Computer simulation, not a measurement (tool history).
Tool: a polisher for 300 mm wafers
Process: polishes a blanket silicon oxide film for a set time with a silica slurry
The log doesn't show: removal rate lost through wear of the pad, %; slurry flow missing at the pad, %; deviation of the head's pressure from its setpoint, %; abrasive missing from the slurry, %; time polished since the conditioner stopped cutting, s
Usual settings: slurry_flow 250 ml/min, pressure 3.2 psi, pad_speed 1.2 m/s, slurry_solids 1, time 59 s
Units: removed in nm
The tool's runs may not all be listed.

run,hour,slurry_flow,pressure,pad_speed,slurry_solids,time,wafers since the last listed run,wafers polished on this pad,hours since the slurry nozzle was cleaned,hours since the head pressure was calibrated,hours since the slurry blender was calibrated,hours since the conditioning disc was replaced,"incoming thickness of the incoming film, nm",removed
1,0,250,3.2,1.2,1,59,0,395,23.6,563.2,56.8,57.1,1004,124.7
2,13.9,250,3.2,1.2,1,59,157,553,37.5,577.1,70.7,71,1001.4,125.9
3,35.7,250,3.2,1.2,1,59,247,800,59.3,598.9,92.5,92.8,1030.1,122.2
# hour 106.2: worn pad replaced by a new one
4,116.1,250,3.2,1.2,1,59,866,112,139.7,679.3,172.9,173.2,1031.8,123.5
5,145.4,250,3.2,1.2,1,59,332,444,169,708.6,202.2,202.5,1020.4,124.7
6,170.9,250,3.2,1.2,1,59,289,733,194.5,734.1,227.7,228,1021,122.2
7,199.8,250,3.2,0.98,1,49,327,1061,223.4,763,256.6,256.9,1016.3,83.9
8,233.8,250,3.2,1.2,1,59,385,1447,257.4,797,290.6,290.9,1024.6,116.8
9,246.5,250,3.2,1.2,1,59,144,1591,270.1,809.7,303.3,303.6,1014.2,116.1
# hour 276.4: slurry nozzle cleaned
# hour 279.3: head pressure recalibrated
# hour 286.8: worn pad replaced by a new one
10,351.9,250,3.2,1.2,1,59,1116,737,75.5,72.6,408.7,409,1022.2,125.7
# hour 358.4: slurry blender recalibrated
11,378.5,250,3.2,1.2,1,59,279,1016,102.1,99.2,20.1,435.6,1020.2,125
12,409.8,250,3.2,1.2,1,59,355,1371,133.4,130.5,51.4,466.9,1022.6,121.6
13,425,250,3.2,1.2,1.1,59,172,1544,148.6,145.7,66.6,482.1,1032.2,121.7
# hour 433.3: worn pad replaced by a new one
14,437.5,250,3.2,1.2,1,59,96,47,161.1,158.2,79.1,494.6,1012.5,131.3
15,457.4,250,2.7,1.2,0.75,59,225,272,181,178.1,99,514.5,1041.7,94.2
# hour 461.1: conditioning disc replaced and pad reconditioned
16,475.3,250,4.3,0.98,1,59,180,453,198.9,196,116.9,14.2,1031.3,139.8
17,499,250,3.2,1.2,1,59,268,722,222.6,219.7,140.6,37.9,1038.3,124.6
18,543.3,175,4.3,1.2,1,39,502,1224,266.9,264,184.9,82.2,1026.8,98.8
19,563.7,290,3.2,0.98,1,59,231,1455,287.3,284.4,205.3,102.6,1007.5,102.9
# hour 571.1: slurry nozzle cleaned
# hour 578.2: worn pad replaced by a new one
20,593.1,250,4.2,1.2,1.25,70,276,169,22,313.8,234.7,132,1028.8,216.2
21,616.8,225,3.2,0.9,0.9,53,268,438,45.7,337.5,258.4,155.7,1028,82.9
22,642.7,190,2.5,1.44,1,59,293,731,71.6,363.4,284.3,181.6,1028.1,116.7
23,673.6,250,3.2,1.2,1.2,39,350,1082,102.5,394.3,315.2,212.5,1003.6,87.9
24,705.9,250,3.2,0.98,1,59,366,1448,134.8,426.6,347.5,244.8,1012.7,101.2
# hour 729.9: worn pad replaced by a new one
25,739,165,2.8,1.2,1,46,330,103,167.9,459.7,380.6,277.9,1009.5,82.1

Forecast each of these 5 alternatives for the next run:
A,739.4,250,3.2,1.2,1,59,4,107,168.3,460.1,381,278.3,1017.5,?
B,739.4,250,2.6,1.2,1,50,4,107,168.3,460.1,381,278.3,1017.5,?
C,739.4,250,3.5,1.2,1,73,4,107,168.3,460.1,381,278.3,1017.5,?
D,739.4,250,3.5,1,1,49,4,107,168.3,460.1,381,278.3,1017.5,?
E,739.4,250,3.2,1.4,1,59,4,107,168.3,460.1,381,278.3,1017.5,?

run,removed
A,127.8
B,91.9
C,170.1
D,98.7
E,144.6
Without the tool's hidden state the same runs would have given:
run,removed
A,130.3
B,93.7
C,173.4
D,100.6
E,147.4
